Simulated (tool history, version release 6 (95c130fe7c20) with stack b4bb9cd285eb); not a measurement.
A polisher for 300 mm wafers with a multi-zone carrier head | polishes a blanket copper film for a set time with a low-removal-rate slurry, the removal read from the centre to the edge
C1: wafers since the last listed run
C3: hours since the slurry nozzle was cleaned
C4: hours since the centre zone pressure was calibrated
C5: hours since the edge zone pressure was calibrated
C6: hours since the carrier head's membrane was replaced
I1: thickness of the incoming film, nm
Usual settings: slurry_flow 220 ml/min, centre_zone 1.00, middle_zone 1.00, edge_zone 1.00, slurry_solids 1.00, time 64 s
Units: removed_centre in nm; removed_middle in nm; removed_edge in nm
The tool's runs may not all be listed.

run 1 hour=0.0 | slurry_flow=220 centre_zone=1.00 middle_zone=1.10 edge_zone=1.09 slurry_solids=1.00 time=82 | C1=0 wafers_polished_on_this_pad=848 C3=109.8 C4=1068.1 C5=1146.1 C6=1064.9 | I1=1055.4 | removed_centre=437.5 removed_middle=453.9 removed_edge=428.4
run 2 hour=31.7 | slurry_flow=220 centre_zone=1.00 middle_zone=1.08 edge_zone=1.00 slurry_solids=1.00 time=64 | C1=252 wafers_polished_on_this_pad=1100 C3=141.5 C4=1099.8 C5=1177.8 C6=1096.6 | I1=1057.6 | removed_centre=362.7 removed_middle=350.1 removed_edge=317.7
-- hour=50.9 carrier head's membrane replaced by a new one
run 3 hour=56.2 | slurry_flow=220 centre_zone=1.00 middle_zone=1.00 edge_zone=1.00 slurry_solids=0.85 time=64 | C1=155 wafers_polished_on_this_pad=1256 C3=166.0 C4=1124.3 C5=1202.3 C6=5.3 | I1=1060.7 | removed_centre=342.7 removed_middle=316.6 removed_edge=303.7
-- hour=65.1 centre zone pressure recalibrated
run 4 hour=89.1 | slurry_flow=220 centre_zone=1.07 middle_zone=1.00 edge_zone=1.00 slurry_solids=1.20 time=64 | C1=246 wafers_polished_on_this_pad=1502 C3=198.9 C4=24.0 C5=1235.2 C6=38.2 | I1=1071.6 | removed_centre=353.4 removed_middle=337.6 removed_edge=327.4
run 5 hour=106.4 | slurry_flow=255 centre_zone=1.00 middle_zone=1.00 edge_zone=1.04 slurry_solids=1.20 time=64 | C1=137 wafers_polished_on_this_pad=1640 C3=216.2 C4=41.3 C5=1252.5 C6=55.5 | I1=1039.7 | removed_centre=337.4 removed_middle=336.6 removed_edge=337.8
run 6 hour=137.1 | slurry_flow=220 centre_zone=1.00 middle_zone=1.00 edge_zone=1.00 slurry_solids=1.10 time=64 | C1=244 wafers_polished_on_this_pad=1885 C3=246.9 C4=72.0 C5=1283.2 C6=86.2 | I1=1075.3 | removed_centre=316.5 removed_middle=333.3 removed_edge=316.0
-- hour=164.1 worn pad replaced by a new one
run 7 hour=173.0 | slurry_flow=160 centre_zone=0.96 middle_zone=1.00 edge_zone=0.97 slurry_solids=1.00 time=72 | C1=254 wafers_polished_on_this_pad=71 C3=282.8 C4=107.9 C5=1319.1 C6=122.1 | I1=1050.0 | removed_centre=325.8 removed_middle=345.4 removed_edge=327.5
run 8 hour=202.1 | slurry_flow=220 centre_zone=1.07 middle_zone=1.00 edge_zone=1.00 slurry_solids=1.20 time=64 | C1=231 wafers_polished_on_this_pad=303 C3=311.9 C4=137.0 C5=1348.2 C6=151.2 | I1=1040.3 | removed_centre=349.3 removed_middle=334.7 removed_edge=325.5
-- hour=223.4 edge zone pressure recalibrated
run 9 hour=228.0 | slurry_flow=220 centre_zone=1.00 middle_zone=1.00 edge_zone=1.00 slurry_solids=1.00 time=64 | C1=190 wafers_polished_on_this_pad=493 C3=337.8 C4=162.9 C5=4.6 C6=177.1 | I1=1043.0 | removed_centre=320.3 removed_middle=329.9 removed_edge=310.2
run 10 hour=262.1 | slurry_flow=220 centre_zone=0.91 middle_zone=0.93 edge_zone=0.96 slurry_solids=1.00 time=64 | C1=271 wafers_polished_on_this_pad=765 C3=371.9 C4=197.0 C5=38.7 C6=211.2 | I1=1064.5 | removed_centre=289.8 removed_middle=305.7 removed_edge=313.5
run 11 hour=278.5 | slurry_flow=160 centre_zone=0.95 middle_zone=1.00 edge_zone=1.00 slurry_solids=1.00 time=64 | C1=130 wafers_polished_on_this_pad=896 C3=388.3 C4=213.4 C5=55.1 C6=227.6 | I1=1048.4 | removed_centre=285.6 removed_middle=311.3 removed_edge=314.0
run 12 hour=293.2 | slurry_flow=220 centre_zone=1.00 middle_zone=1.00 edge_zone=1.00 slurry_solids=1.00 time=64 | C1=117 wafers_polished_on_this_pad=1013 C3=403.0 C4=228.1 C5=69.8 C6=242.3 | I1=1061.4 | removed_centre=320.6 removed_middle=328.8 removed_edge=315.0
run 13 hour=326.2 | slurry_flow=285 centre_zone=1.00 middle_zone=1.00 edge_zone=1.00 slurry_solids=1.00 time=56 | C1=263 wafers_polished_on_this_pad=1276 C3=436.0 C4=261.1 C5=102.8 C6=275.3 | I1=1055.4 | removed_centre=283.8 removed_middle=292.0 removed_edge=279.6
run 14 hour=345.5 | slurry_flow=220 centre_zone=1.09 middle_zone=1.00 edge_zone=1.00 slurry_solids=1.10 time=64 | C1=153 wafers_polished_on_this_pad=1430 C3=455.3 C4=280.4 C5=122.1 C6=294.6 | I1=1044.0 | removed_centre=356.2 removed_middle=328.4 removed_edge=320.2
-- hour=381.9 worn pad replaced by a new one
run 15 hour=382.4 | slurry_flow=220 centre_zone=0.92 middle_zone=1.00 edge_zone=1.00 slurry_solids=1.00 time=64 | C1=262 wafers_polished_on_this_pad=4 C3=492.2 C4=317.3 C5=159.0 C6=331.5 | I1=1058.2 | removed_centre=292.2 removed_middle=325.5 removed_edge=315.2
run 16 hour=391.5 | slurry_flow=220 centre_zone=1.00 middle_zone=1.00 edge_zone=1.00 slurry_solids=1.00 time=64 | C1=72 wafers_polished_on_this_pad=76 C3=501.3 C4=326.4 C5=168.1 C6=340.6 | I1=1069.1 | removed_centre=320.3 removed_middle=326.4 removed_edge=311.0
run 17 hour=427.5 | slurry_flow=220 centre_zone=1.00 middle_zone=1.00 edge_zone=1.00 slurry_solids=1.00 time=64 | C1=287 wafers_polished_on_this_pad=363 C3=537.3 C4=362.4 C5=204.1 C6=376.6 | I1=1059.0 | removed_centre=312.9 removed_middle=322.7 removed_edge=314.8
-- hour=450.4 slurry nozzle cleaned
run 18 hour=453.6 | slurry_flow=220 centre_zone=1.00 middle_zone=1.00 edge_zone=1.00 slurry_solids=1.00 time=82 | C1=200 wafers_polished_on_this_pad=563 C3=3.2 C4=388.5 C5=230.2 C6=402.7 | I1=1052.0 | removed_centre=411.6 removed_middle=413.4 removed_edge=409.5
run 19 hour=505.1 | slurry_flow=220 centre_zone=1.00 middle_zone=1.00 edge_zone=1.00 slurry_solids=1.25 time=64 | C1=410 wafers_polished_on_this_pad=974 C3=54.7 C4=440.0 C5=281.7 C6=454.2 | I1=1063.6 | removed_centre=331.3 removed_middle=336.3 removed_edge=328.9
run 20 hour=532.8 | slurry_flow=220 centre_zone=1.00 middle_zone=1.00 edge_zone=1.00 slurry_solids=1.00 time=57 | C1=220 wafers_polished_on_this_pad=1195 C3=82.4 C4=467.7 C5=309.4 C6=481.9 | I1=1060.3 | removed_centre=286.3 removed_middle=287.4 removed_edge=273.2

5 ways to go on from here, each from the tool as it stands after run 20. What would each give?
run A hour=533.2 | slurry_flow=220 centre_zone=1.00 middle_zone=1.00 edge_zone=1.00 slurry_solids=1.00 time=64 | C1=3 wafers_polished_on_this_pad=1198 C3=82.8 C4=468.1 C5=309.8 C6=482.3 | I1=1055.2 | removed_centre=? removed_middle=? removed_edge=?
run B hour=533.2 | slurry_flow=280 centre_zone=1.00 middle_zone=1.00 edge_zone=1.00 slurry_solids=1.00 time=82 | C1=3 wafers_polished_on_this_pad=1198 C3=82.8 C4=468.1 C5=309.8 C6=482.3 | I1=1055.2 | removed_centre=? removed_middle=? removed_edge=?
run C hour=533.2 | slurry_flow=220 centre_zone=1.00 middle_zone=1.00 edge_zone=1.04 slurry_solids=1.00 time=52 | C1=3 wafers_polished_on_this_pad=1198 C3=82.8 C4=468.1 C5=309.8 C6=482.3 | I1=1055.2 | removed_centre=? removed_middle=? removed_edge=?
run D hour=533.2 | slurry_flow=165 centre_zone=0.89 middle_zone=1.12 edge_zone=1.00 slurry_solids=0.70 time=64 | C1=3 wafers_polished_on_this_pad=1198 C3=82.8 C4=468.1 C5=309.8 C6=482.3 | I1=1055.2 | removed_centre=? removed_middle=? removed_edge=?
run E hour=533.2 | slurry_flow=220 centre_zone=1.00 middle_zone=1.10 edge_zone=1.00 slurry_solids=1.15 time=64 | C1=3 wafers_polished_on_this_pad=1198 C3=82.8 C4=468.1 C5=309.8 C6=482.3 | I1=1055.2 | removed_centre=? removed_middle=? removed_edge=?

run=A removed_centre=325.6 removed_middle=326.5 removed_edge=320.0
run=B removed_centre=430.4 removed_middle=430.2 removed_edge=418.7
run=C removed_centre=264.6 removed_middle=265.3 removed_edge=265.1
run=D removed_centre=262.8 removed_middle=328.0 removed_edge=294.6
run=E removed_centre=332.9 removed_middle=361.8 removed_edge=326.5
Without the tool's hidden state the same runs would have given:
run=A removed_centre=322.0 removed_middle=326.5 removed_edge=320.0
run=B removed_centre=425.6 removed_middle=430.2 removed_edge=418.7
run=C removed_centre=261.6 removed_middle=265.3 removed_edge=265.1
run=D removed_centre=259.9 removed_middle=328.1 removed_edge=294.6
run=E removed_centre=329.2 removed_middle=361.8 removed_edge=326.5

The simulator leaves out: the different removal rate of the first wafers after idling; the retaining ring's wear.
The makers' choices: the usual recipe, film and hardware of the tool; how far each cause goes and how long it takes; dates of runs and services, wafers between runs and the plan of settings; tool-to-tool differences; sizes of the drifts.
